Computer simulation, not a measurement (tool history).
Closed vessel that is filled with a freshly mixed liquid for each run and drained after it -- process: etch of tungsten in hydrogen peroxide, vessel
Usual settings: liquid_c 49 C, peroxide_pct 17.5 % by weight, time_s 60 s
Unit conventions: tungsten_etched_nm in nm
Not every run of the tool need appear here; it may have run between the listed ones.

| run | hour | liquid_c | peroxide_pct | time_s | read-back film thickness of the tungsten reference wafer, read on the same gauge (nm) | tungsten_etched_nm |
|---|---|---|---|---|---|---|
| 1 | 0 | 49 | 17.5 | 60 | 100.02 | 64.47 |
| 2 | 107.2 | 49 | 17.5 | 60 | 100.02 | 64.83 |
| 3 | 143.3 | 49 | 17.5 | 60 | 99.99 | 64.48 |
|  | 151.4 | peroxide flow meter replaced |
|  | 167.6 | new drum of peroxide connected |
| 4 | 223.9 | 49 | 17.5 | 60 | 99.96 | 65.86 |
| 5 | 309.7 | 49 | 17.5 | 60 | 100.02 | 65.85 |
| 6 | 383 | 49 | 17.5 | 60 | 100 | 65.99 |
|  | 398.3 | gauge calibrated |
| 7 | 456.6 | 49 | 17.5 | 60 | 99.99 | 65.53 |
| 8 | 563.3 | 49 | 17.5 | 60 | 99.99 | 65.69 |
| 9 | 655 | 49 | 17.5 | 60 | 100 | 65.9 |
|  | 677.6 | thermometer replaced |
|  | 728.7 | peroxide flow meter replaced |
| 10 | 743.7 | 49 | 17.5 | 60 | 100.04 | 65.7 |
| 11 | 849.9 | 49 | 17.5 | 60 | 99.99 | 65.28 |
| 12 | 946.2 | 56.5 | 21 | 60 | 100 | 112.09 |
| 13 | 1030.6 | 49 | 17.5 | 60 | 99.96 | 65.15 |
| 14 | 1101.3 | 41 | 17.5 | 60 | 100 | 39.24 |
| 15 | 1171.7 | 57 | 17.5 | 60 | 99.94 | 105.39 |
| 16 | 1234.1 | 49 | 19 | 60 | 99.97 | 67.89 |
| 17 | 1324.2 | 41 | 15 | 30 | 100.02 | 18.11 |
| 18 | 1412.3 | 46.5 | 20 | 70 | 100.01 | 68.85 |
| 19 | 1471.8 | 49 | 15.5 | 60 | 100.01 | 61 |
|  | 1488.1 | peroxide flow meter replaced |
| 20 | 1523.5 | 40 | 15.5 | 80 | 99.98 | 45.84 |
| 21 | 1614.4 | 49 | 17.5 | 60 | 100.05 | 64.45 |
|  | 1645.4 | new drum of peroxide connected |
| 22 | 1675 | 58 | 14.5 | 50 | 100.07 | 86.03 |
| 23 | 1782.9 | 42 | 14.5 | 35 | 100 | 22.57 |
| 24 | 1880.9 | 40.5 | 20 | 75 | 100.05 | 51.43 |
| 25 | 1968.3 | 42 | 14.5 | 35 | 99.98 | 22.48 |
| 26 | 2046.5 | 49 | 19.5 | 95 | 99.96 | 109.6 |
| 27 | 2154.2 | 52 | 17.5 | 85 | 99.93 | 111.18 |
| 28 | 2222.6 | 56 | 15 | 60 | 100.03 | 92.16 |
|  | 2255.7 | peroxide flow meter replaced |
| 29 | 2264.7 | 39.5 | 14.5 | 75 | 99.99 | 40.71 |
| 30 | 2364.1 | 41.5 | 13 | 80 | 99.99 | 46.9 |
| 31 | 2421 | 58.5 | 17.5 | 60 | 99.97 | 115.32 |

Branching from run 31: 3 alternative next runs. What would each branch give?
| A | 2421.7 | 49 | 17.5 | 60 | ? | ? |
| B | 2421.7 | 49 | 15.5 | 80 | ? | ? |
| C | 2421.7 | 49 | 17.5 | 40 | ? | ? |

| run | read-back film thickness of the tungsten reference wafer, read on the same gauge (nm) | tungsten_etched_nm |
|---|---|---|
| A | 99.94 | 65.22 |
| B | 99.94 | 81.84 |
| C | 99.94 | 43.48 |
Stripped of hidden state, with their random variation kept, the same runs would have yielded:
| run | tungsten_etched_nm |
|---|---|
| A | 66.24 |
| B | 83.12 |
| C | 44.16 |

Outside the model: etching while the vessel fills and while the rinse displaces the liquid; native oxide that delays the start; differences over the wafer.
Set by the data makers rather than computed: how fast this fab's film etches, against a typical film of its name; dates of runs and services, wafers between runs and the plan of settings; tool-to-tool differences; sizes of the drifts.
